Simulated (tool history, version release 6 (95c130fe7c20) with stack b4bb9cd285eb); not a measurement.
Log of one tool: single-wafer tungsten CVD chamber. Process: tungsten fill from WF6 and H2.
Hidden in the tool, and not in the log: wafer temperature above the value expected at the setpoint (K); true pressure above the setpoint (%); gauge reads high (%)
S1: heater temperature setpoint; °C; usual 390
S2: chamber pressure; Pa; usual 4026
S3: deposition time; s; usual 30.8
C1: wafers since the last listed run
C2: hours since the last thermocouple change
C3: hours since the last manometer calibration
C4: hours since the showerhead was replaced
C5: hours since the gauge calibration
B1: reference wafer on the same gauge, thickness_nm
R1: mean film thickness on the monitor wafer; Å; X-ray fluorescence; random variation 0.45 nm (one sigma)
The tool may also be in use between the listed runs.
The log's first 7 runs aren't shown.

Run 8, hour 544.8: usual settings; C1 1193; C2 1095.2; C3 290.4; C4 6822.4; C5 1214.2; B1 70.343. Result: R1 753.33 Å.
Run 9, hour 596.3: usual settings; C1 838; C2 1146.7; C3 341.9; C4 6873.9; C5 1265.7; B1 70.138. Result: R1 746.34 Å.
Run 10, hour 692.6: usual settings; C1 1567; C2 1243.0; C3 438.2; C4 6970.2; C5 1362.0; B1 70.194. Result: R1 742.67 Å.
Run 11, hour 798.6: usual settings; C1 1725; C2 1349.0; C3 544.2; C4 7076.2; C5 1468.0; B1 70.276. Result: R1 743.58 Å.
At hour 836.5: showerhead replaced.
Run 12, hour 888.3: usual settings but S1 399 °C; C1 1330; C2 1438.7; C3 633.9; C4 51.8; C5 1557.7; B1 70.362. Result: R1 871.71 Å.
At hour 927.0: gauge calibrated.
Run 13, hour 977.4: usual settings but S2 3386 Pa; C1 1450; C2 1527.8; C3 723.0; C4 140.9; C5 50.4; B1 70.214. Result: R1 686.20 Å.
Run 14, hour 1049.9: usual settings; C1 1180; C2 1600.3; C3 795.5; C4 213.4; C5 122.9; B1 70.400. Result: R1 736.97 Å.
Run 15, hour 1096.2: usual settings; C1 753; C2 1646.6; C3 841.8; C4 259.7; C5 169.2; B1 70.295. Result: R1 748.32 Å.
Run 16, hour 1198.8: usual settings; C1 1670; C2 1749.2; C3 944.4; C4 362.3; C5 271.8; B1 70.376. Result: R1 747.87 Å.
At hour 1237.1: thermocouple changed; heater temperature recalibrated.
Run 17, hour 1243.5: usual settings; C1 597; C2 6.4; C3 989.1; C4 407.0; C5 316.5; B1 70.195. Result: R1 739.61 Å.
Run 18, hour 1311.8: usual settings but S3 26.2 s; C1 1112; C2 74.7; C3 1057.4; C4 475.3; C5 384.8; B1 70.319. Result: R1 630.37 Å.
Run 19, hour 1394.7: usual settings but S2 3466 Pa; C1 1349; C2 157.6; C3 1140.3; C4 558.2; C5 467.7; B1 70.417. Result: R1 695.30 Å.
Run 20, hour 1476.3: usual settings but S3 36.5 s; C1 1328; C2 239.2; C3 1221.9; C4 639.8; C5 549.3; B1 70.348. Result: R1 869.77 Å.
Run 21, hour 1565.7: usual settings; C1 1455; C2 328.6; C3 1311.3; C4 729.2; C5 638.7; B1 70.271. Result: R1 740.68 Å.
Run 22, hour 1733.2: usual settings but S1 383 °C, S2 4653 Pa; C1 2727; C2 496.1; C3 1478.8; C4 896.7; C5 806.2; B1 70.241. Result: R1 686.53 Å.
At hour 1813.9: capacitance manometer re-zeroed and calibrated.
Run 23, hour 1830.0: usual settings; C1 1445; C2 592.9; C3 16.1; C4 993.5; C5 903.0; B1 70.291. Result: R1 770.11 Å.
Run 24, hour 1921.6: usual settings but S2 3706 Pa, S3 33.4 s; C1 1491; C2 684.5; C3 107.7; C4 1085.1; C5 994.6; B1 70.344. Result: R1 793.53 Å.
Run 25, hour 1967.7: usual settings but S1 376 °C, S3 34.3 s; C1 750; C2 730.6; C3 153.8; C4 1131.2; C5 1040.7; B1 70.288. Result: R1 658.46 Å.
Run 26, hour 2052.6: usual settings but S1 405 °C, S2 3080 Pa, S3 33.1 s; C1 1382; C2 815.5; C3 238.7; C4 1216.1; C5 1125.6; B1 70.387. Result: R1 931.70 Å.
Run 27, hour 2109.4: usual settings; C1 924; C2 872.3; C3 295.5; C4 1272.9; C5 1182.4; B1 70.249. Result: R1 761.98 Å.
Run 28, hour 2214.2: usual settings but S2 4813 Pa; C1 1706; C2 977.1; C3 400.3; C4 1377.7; C5 1287.2; B1 70.304. Result: R1 806.89 Å.
Run 29, hour 2274.6: usual settings but S1 381 °C, S2 4986 Pa, S3 35.6 s; C1 983; C2 1037.5; C3 460.7; C4 1438.1; C5 1347.6; B1 70.174. Result: R1 817.90 Å.
At hour 2283.8: gauge calibrated.
Run 30, hour 2311.3: usual settings but S2 3186 Pa, S3 25.1 s; C1 597; C2 1074.2; C3 497.4; C4 1474.8; C5 27.5; B1 70.165. Result: R1 556.70 Å.
Run 31, hour 2362.0: usual settings but S2 3520 Pa, S3 28.6 s; C1 825; C2 1124.9; C3 548.1; C4 1525.5; C5 78.2; B1 70.337. Result: R1 653.04 Å.
Run 32, hour 2626.7: usual settings but S1 384 °C, S2 4426 Pa; C1 4309; C2 1389.6; C3 812.8; C4 1790.2; C5 342.9; B1 70.411. Result: R1 697.45 Å.

Run 33 comes next. What will it give?
Run 33, hour 2722.5: usual settings but S1 402 °C, S2 4493 Pa, S3 35.7 s; C1 1559; C2 1485.4; C3 908.6; C4 1886.0; C5 438.7; B1 ?. Result: R1 ?.

B1: 70.249
R1: 1097.45 Å
Without the tool's hidden state the same run would have given R1 1130.23 Å.
